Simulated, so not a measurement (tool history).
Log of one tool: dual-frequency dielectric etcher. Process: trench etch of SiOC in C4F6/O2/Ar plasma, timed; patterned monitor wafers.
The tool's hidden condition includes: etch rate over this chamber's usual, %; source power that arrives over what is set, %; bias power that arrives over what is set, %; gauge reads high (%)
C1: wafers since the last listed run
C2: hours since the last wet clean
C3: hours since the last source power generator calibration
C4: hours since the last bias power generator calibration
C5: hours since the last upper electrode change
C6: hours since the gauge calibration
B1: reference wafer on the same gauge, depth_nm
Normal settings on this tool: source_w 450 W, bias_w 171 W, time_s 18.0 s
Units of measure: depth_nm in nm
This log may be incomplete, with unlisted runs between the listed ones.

run 1 day=0.000 | source_w=450 bias_w=171 time_s=18.0 | C1=0 C2=630.6 C3=3283.6 C4=3873.3 C5=2068.7 C6=883.7 | B1=34.08 | depth_nm=36.56
-- day=1.408 wet clean of the chamber
run 2 day=2.433 | source_w=450 bias_w=171 time_s=18.0 | C1=791 C2=24.6 C3=3342.0 C4=3931.7 C5=2127.1 C6=942.1 | B1=34.11 | depth_nm=35.49
-- day=4.683 gauge calibrated
run 3 day=10.575 | source_w=450 bias_w=171 time_s=18.0 | C1=4496 C2=220.0 C3=3537.4 C4=4127.1 C5=2322.5 C6=141.4 | B1=34.08 | depth_nm=35.74
run 4 day=12.196 | source_w=450 bias_w=171 time_s=18.0 | C1=895 C2=258.9 C3=3576.3 C4=4166.0 C5=2361.4 C6=180.3 | B1=34.08 | depth_nm=35.89
run 5 day=13.733 | source_w=450 bias_w=171 time_s=18.0 | C1=849 C2=295.8 C3=3613.2 C4=4202.9 C5=2398.3 C6=217.2 | B1=34.12 | depth_nm=35.83
run 6 day=14.892 | source_w=450 bias_w=171 time_s=18.0 | C1=639 C2=323.6 C3=3641.0 C4=4230.7 C5=2426.1 C6=245.0 | B1=34.10 | depth_nm=35.88
run 7 day=16.158 | source_w=450 bias_w=171 time_s=18.0 | C1=699 C2=354.0 C3=3671.4 C4=4261.1 C5=2456.5 C6=275.4 | B1=34.09 | depth_nm=35.83
run 8 day=17.221 | source_w=450 bias_w=171 time_s=18.0 | C1=586 C2=379.5 C3=3696.9 C4=4286.6 C5=2482.0 C6=300.9 | B1=34.11 | depth_nm=35.98
run 9 day=20.200 | source_w=450 bias_w=180 time_s=19.5 | C1=1645 C2=451.0 C3=3768.4 C4=4358.1 C5=2553.5 C6=372.4 | B1=34.12 | depth_nm=39.97
run 10 day=22.979 | source_w=450 bias_w=171 time_s=18.0 | C1=1534 C2=517.7 C3=3835.1 C4=4424.8 C5=2620.2 C6=439.1 | B1=34.12 | depth_nm=36.22
run 11 day=24.138 | source_w=450 bias_w=171 time_s=18.0 | C1=639 C2=545.5 C3=3862.9 C4=4452.6 C5=2648.0 C6=466.9 | B1=34.10 | depth_nm=36.05
run 12 day=25.667 | source_w=450 bias_w=171 time_s=18.0 | C1=844 C2=582.2 C3=3899.6 C4=4489.3 C5=2684.7 C6=503.6 | B1=34.09 | depth_nm=36.32
-- day=28.529 wet clean of the chamber
-- day=31.554 source power generator calibrated
run 13 day=32.000 | source_w=450 bias_w=171 time_s=18.0 | C1=2853 C2=83.3 C3=10.7 C4=4641.3 C5=2836.7 C6=655.6 | B1=34.09 | depth_nm=35.64
-- day=34.892 upper electrode replaced
run 14 day=34.933 | source_w=450 bias_w=171 time_s=18.0 | C1=1067 C2=153.7 C3=81.1 C4=4711.7 C5=1.0 C6=726.0 | B1=34.12 | depth_nm=35.77
run 15 day=37.525 | source_w=370 bias_w=171 time_s=15.0 | C1=1431 C2=215.9 C3=143.3 C4=4773.9 C5=63.2 C6=788.2 | B1=34.12 | depth_nm=27.52
run 16 day=40.200 | source_w=540 bias_w=182 time_s=19.5 | C1=1477 C2=280.1 C3=207.5 C4=4838.1 C5=127.4 C6=852.4 | B1=34.10 | depth_nm=43.06
run 17 day=47.108 | source_w=540 bias_w=204 time_s=13.5 | C1=3815 C2=445.9 C3=373.3 C4=5003.9 C5=293.2 C6=1018.2 | B1=34.09 | depth_nm=31.45
run 18 day=48.842 | source_w=520 bias_w=171 time_s=16.0 | C1=957 C2=487.5 C3=414.9 C4=5045.5 C5=334.8 C6=1059.8 | B1=34.12 | depth_nm=34.24
-- day=51.000 wet clean of the chamber
-- day=53.200 gauge calibrated
-- day=53.229 bias power generator calibrated
run 19 day=53.250 | source_w=450 bias_w=211 time_s=16.0 | C1=1790 C2=54.0 C3=520.7 C4=0.5 C5=440.6 C6=1.2 | B1=34.09 | depth_nm=35.54
run 20 day=55.712 | source_w=450 bias_w=171 time_s=18.0 | C1=1359 C2=113.1 C3=579.8 C4=59.6 C5=499.7 C6=60.3 | B1=34.09 | depth_nm=36.71
run 21 day=56.846 | source_w=450 bias_w=171 time_s=18.0 | C1=625 C2=140.3 C3=607.0 C4=86.8 C5=526.9 C6=87.5 | B1=34.08 | depth_nm=36.80
run 22 day=58.442 | source_w=450 bias_w=171 time_s=18.0 | C1=881 C2=178.6 C3=645.3 C4=125.1 C5=565.2 C6=125.8 | B1=34.10 | depth_nm=36.85
run 23 day=60.229 | source_w=360 bias_w=171 time_s=14.0 | C1=987 C2=221.5 C3=688.2 C4=168.0 C5=608.1 C6=168.7 | B1=34.13 | depth_nm=26.17
run 24 day=62.542 | source_w=450 bias_w=192 time_s=18.0 | C1=1277 C2=277.0 C3=743.7 C4=223.5 C5=663.6 C6=224.2 | B1=34.09 | depth_nm=38.70
run 25 day=64.612 | source_w=380 bias_w=156 time_s=18.0 | C1=1143 C2=326.7 C3=793.4 C4=273.2 C5=713.3 C6=273.9 | B1=34.09 | depth_nm=33.20
run 26 day=65.779 | source_w=450 bias_w=134 time_s=21.5 | C1=644 C2=354.7 C3=821.4 C4=301.2 C5=741.3 C6=301.9 | B1=34.10 | depth_nm=39.93
run 27 day=68.217 | source_w=370 bias_w=199 time_s=18.0 | C1=1346 C2=413.2 C3=879.9 C4=359.7 C5=799.8 C6=360.4 | B1=34.12 | depth_nm=36.38
run 28 day=70.692 | source_w=350 bias_w=132 time_s=18.0 | C1=1366 C2=472.6 C3=939.3 C4=419.1 C5=859.2 C6=419.8 | B1=34.08 | depth_nm=29.98
run 29 day=72.488 | source_w=450 bias_w=212 time_s=18.0 | C1=991 C2=515.7 C3=982.4 C4=462.2 C5=902.3 C6=462.9 | B1=34.11 | depth_nm=40.73

5 ways to go on from here, each from the tool as it stands after run 29. What would each give?
run A day=72.504 | source_w=450 bias_w=171 time_s=14.0 | C1=9 C2=516.1 C3=982.8 C4=462.6 C5=902.7 C6=463.3 | B1=? | depth_nm=?
run B day=72.504 | source_w=540 bias_w=159 time_s=14.5 | C1=9 C2=516.1 C3=982.8 C4=462.6 C5=902.7 C6=463.3 | B1=? | depth_nm=?
run C day=72.504 | source_w=380 bias_w=206 time_s=23.5 | C1=9 C2=516.1 C3=982.8 C4=462.6 C5=902.7 C6=463.3 | B1=? | depth_nm=?
run D day=72.504 | source_w=550 bias_w=209 time_s=23.0 | C1=9 C2=516.1 C3=982.8 C4=462.6 C5=902.7 C6=463.3 | B1=? | depth_nm=?
run E day=72.504 | source_w=510 bias_w=171 time_s=16.0 | C1=9 C2=516.1 C3=982.8 C4=462.6 C5=902.7 C6=463.3 | B1=? | depth_nm=?

run=A B1=34.09 depth_nm=28.91
run=B B1=34.09 depth_nm=31.34
run=C B1=34.09 depth_nm=48.87
run=D B1=34.09 depth_nm=55.94
run=E B1=34.09 depth_nm=34.79
Stripped of hidden state, with their random variation kept, the same runs would have yielded:
run=A depth_nm=28.25
run=B depth_nm=30.62
run=C depth_nm=47.77
run=D depth_nm=54.68
run=E depth_nm=33.99

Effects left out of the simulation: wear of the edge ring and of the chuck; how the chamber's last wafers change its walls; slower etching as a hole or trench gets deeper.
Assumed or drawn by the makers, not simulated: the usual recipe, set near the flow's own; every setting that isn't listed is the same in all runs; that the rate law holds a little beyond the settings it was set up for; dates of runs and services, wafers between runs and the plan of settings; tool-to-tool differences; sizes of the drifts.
